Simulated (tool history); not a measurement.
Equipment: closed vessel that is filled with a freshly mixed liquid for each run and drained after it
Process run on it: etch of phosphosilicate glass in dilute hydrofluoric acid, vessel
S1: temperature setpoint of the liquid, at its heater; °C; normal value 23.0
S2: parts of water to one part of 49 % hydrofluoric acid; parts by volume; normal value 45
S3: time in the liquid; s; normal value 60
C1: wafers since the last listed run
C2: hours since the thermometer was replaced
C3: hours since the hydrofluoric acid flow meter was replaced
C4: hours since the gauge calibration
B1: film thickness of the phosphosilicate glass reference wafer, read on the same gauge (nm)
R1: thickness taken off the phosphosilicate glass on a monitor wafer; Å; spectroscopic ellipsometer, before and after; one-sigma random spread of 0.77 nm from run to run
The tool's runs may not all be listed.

Run 1, hour 0.0: usual settings; C1 0; C2 2156.1; C3 240.5; C4 688.0; B1 124.17. Result: R1 1172.8 Å.
Run 2, hour 31.2: usual settings; C1 3437; C2 2187.3; C3 271.7; C4 719.2; B1 124.05. Result: R1 1167.2 Å.
Run 3, hour 51.8: usual settings; C1 2269; C2 2207.9; C3 292.3; C4 739.8; B1 124.05. Result: R1 1156.1 Å.
Run 4, hour 85.8: usual settings but S2 55 parts by volume; C1 3745; C2 2241.9; C3 326.3; C4 773.8; B1 123.92. Result: R1 937.7 Å.
Run 5, hour 110.9: usual settings but S2 55 parts by volume; C1 2765; C2 2267.0; C3 351.4; C4 798.9; B1 123.85. Result: R1 937.3 Å.
Run 6, hour 130.0: usual settings; C1 2104; C2 2286.1; C3 370.5; C4 818.0; B1 123.85. Result: R1 1174.5 Å.
Run 7, hour 148.4: usual settings; C1 2027; C2 2304.5; C3 388.9; C4 836.4; B1 123.77. Result: R1 1170.2 Å.
Run 8, hour 170.1: usual settings; C1 2390; C2 2326.2; C3 410.6; C4 858.1; B1 123.68. Result: R1 1157.2 Å.
At hour 189.3: thermometer replaced.
Run 9, hour 237.8: usual settings; C1 7348; C2 48.5; C3 478.3; C4 925.8; B1 123.63. Result: R1 1147.3 Å.
Run 10, hour 252.2: usual settings; C1 1586; C2 62.9; C3 492.7; C4 940.2; B1 123.59. Result: R1 1163.9 Å.
Run 11, hour 274.9: usual settings; C1 2500; C2 85.6; C3 515.4; C4 962.9; B1 123.57. Result: R1 1168.2 Å.
Run 12, hour 293.0: usual settings but S2 60 parts by volume; C1 1994; C2 103.7; C3 533.5; C4 981.0; B1 123.54. Result: R1 847.3 Å.
Run 13, hour 318.1: usual settings but S1 21.5 °C, S2 60 parts by volume, S3 45 s; C1 2765; C2 128.8; C3 558.6; C4 1006.1; B1 123.49. Result: R1 600.4 Å.
Run 14, hour 351.4: usual settings but S1 19.0 °C, S2 55 parts by volume; C1 3668; C2 162.1; C3 591.9; C4 1039.4; B1 123.45. Result: R1 793.5 Å.
Run 15, hour 375.9: usual settings; C1 2699; C2 186.6; C3 616.4; C4 1063.9; B1 123.38. Result: R1 1144.3 Å.
Run 16, hour 398.0: usual settings; C1 2434; C2 208.7; C3 638.5; C4 1086.0; B1 123.35. Result: R1 1169.6 Å.
Run 17, hour 429.9: usual settings but S1 21.5 °C; C1 3514; C2 240.6; C3 670.4; C4 1117.9; B1 123.33. Result: R1 1091.2 Å.
Run 18, hour 446.7: usual settings but S1 26.0 °C, S2 30 parts by volume, S3 85 s; C1 1850; C2 257.4; C3 687.2; C4 1134.7; B1 123.31. Result: R1 2827.9 Å.
Run 19, hour 471.6: usual settings but S2 50 parts by volume; C1 2743; C2 282.3; C3 712.1; C4 1159.6; B1 123.30. Result: R1 1034.2 Å.
At hour 481.6: hydrofluoric acid flow meter replaced.
Run 20, hour 502.5: usual settings; C1 3294; C2 313.2; C3 20.9; C4 1190.5; B1 123.25. Result: R1 1145.8 Å.
Run 21, hour 538.0: usual settings but S1 21.5 °C, S2 50 parts by volume, S3 90 s; C1 3911; C2 348.7; C3 56.4; C4 1226.0; B1 123.24. Result: R1 1457.0 Å.
At hour 539.6: gauge calibrated.
Run 22, hour 560.3: usual settings but S1 25.5 °C, S2 50 parts by volume; C1 2456; C2 371.0; C3 78.7; C4 20.7; B1 129.26. Result: R1 1202.4 Å.
Run 23, hour 592.4: usual settings but S3 80 s; C1 3536; C2 403.1; C3 110.8; C4 52.8; B1 128.79. Result: R1 1617.5 Å.
Run 24, hour 615.5: usual settings but S1 20.5 °C, S2 50 parts by volume, S3 40 s; C1 2544; C2 426.2; C3 133.9; C4 75.9; B1 128.45. Result: R1 645.9 Å.
Run 25, hour 669.8: usual settings but S1 21.0 °C, S3 85 s; C1 5982; C2 480.5; C3 188.2; C4 130.2; B1 127.77. Result: R1 1546.8 Å.

Run 26 is up next; what results do you expect?
Run 26, hour 690.5: usual settings but S3 90 s; C1 2280; C2 501.2; C3 208.9; C4 150.9; B1 ?. Result: R1 ?.

Run 26 came out at B1 127.51, R1 1818.9 Å.
With the hidden condition absent and the run-to-run variation left alone, this run would have shown R1 1854.4 Å.
